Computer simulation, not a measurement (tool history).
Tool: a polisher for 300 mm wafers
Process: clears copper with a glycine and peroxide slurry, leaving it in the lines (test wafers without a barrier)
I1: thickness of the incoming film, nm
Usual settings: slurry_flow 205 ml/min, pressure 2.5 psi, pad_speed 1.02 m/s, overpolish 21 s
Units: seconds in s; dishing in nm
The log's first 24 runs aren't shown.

run 25 hour=2803.9 | slurry_flow=205 pressure=2.5 pad_speed=1.02 overpolish=21 | I1=715.7 | seconds=175.0 dishing=46.5
run 26 hour=2855.3 | slurry_flow=205 pressure=2.5 pad_speed=0.70 overpolish=21 | I1=717.0 | seconds=237.7 dishing=38.7
run 27 hour=2949.0 | slurry_flow=205 pressure=2.5 pad_speed=1.02 overpolish=27 | I1=699.9 | seconds=174.5 dishing=52.3
-- hour=2972.1 worn pad replaced by a new one
run 28 hour=3014.1 | slurry_flow=205 pressure=2.5 pad_speed=0.82 overpolish=21 | I1=721.1 | seconds=205.7 dishing=41.3
run 29 hour=3077.6 | slurry_flow=205 pressure=2.5 pad_speed=0.86 overpolish=21 | I1=711.6 | seconds=194.8 dishing=44.2
-- hour=3115.3 head pressure recalibrated
run 30 hour=3133.5 | slurry_flow=205 pressure=2.5 pad_speed=0.72 overpolish=30 | I1=702.8 | seconds=221.3 dishing=49.3
run 31 hour=3189.1 | slurry_flow=205 pressure=2.5 pad_speed=1.02 overpolish=21 | I1=709.8 | seconds=169.1 dishing=45.1
run 32 hour=3225.8 | slurry_flow=205 pressure=1.9 pad_speed=1.02 overpolish=21 | I1=701.6 | seconds=209.7 dishing=38.9

Forecast each of these 4 alternatives for the next run:
run A hour=3226.3 | slurry_flow=205 pressure=2.5 pad_speed=1.02 overpolish=21 | I1=706.8 | seconds=? dishing=?
run B hour=3226.3 | slurry_flow=230 pressure=2.5 pad_speed=1.26 overpolish=29 | I1=706.8 | seconds=? dishing=?
run C hour=3226.3 | slurry_flow=205 pressure=2.5 pad_speed=1.02 overpolish=11 | I1=706.8 | seconds=? dishing=?
run D hour=3226.3 | slurry_flow=205 pressure=3.1 pad_speed=1.02 overpolish=21 | I1=706.8 | seconds=? dishing=?

run=A seconds=168.3 dishing=45.2
run=B seconds=139.7 dishing=60.2
run=C seconds=168.3 dishing=27.9
run=D seconds=140.9 dishing=51.1
Without the tool's hidden state the same runs would have given:
run=A seconds=163.1 dishing=46.2
run=B seconds=135.4 dishing=61.1
run=C seconds=163.1 dishing=28.6
run=D seconds=136.5 dishing=52.1
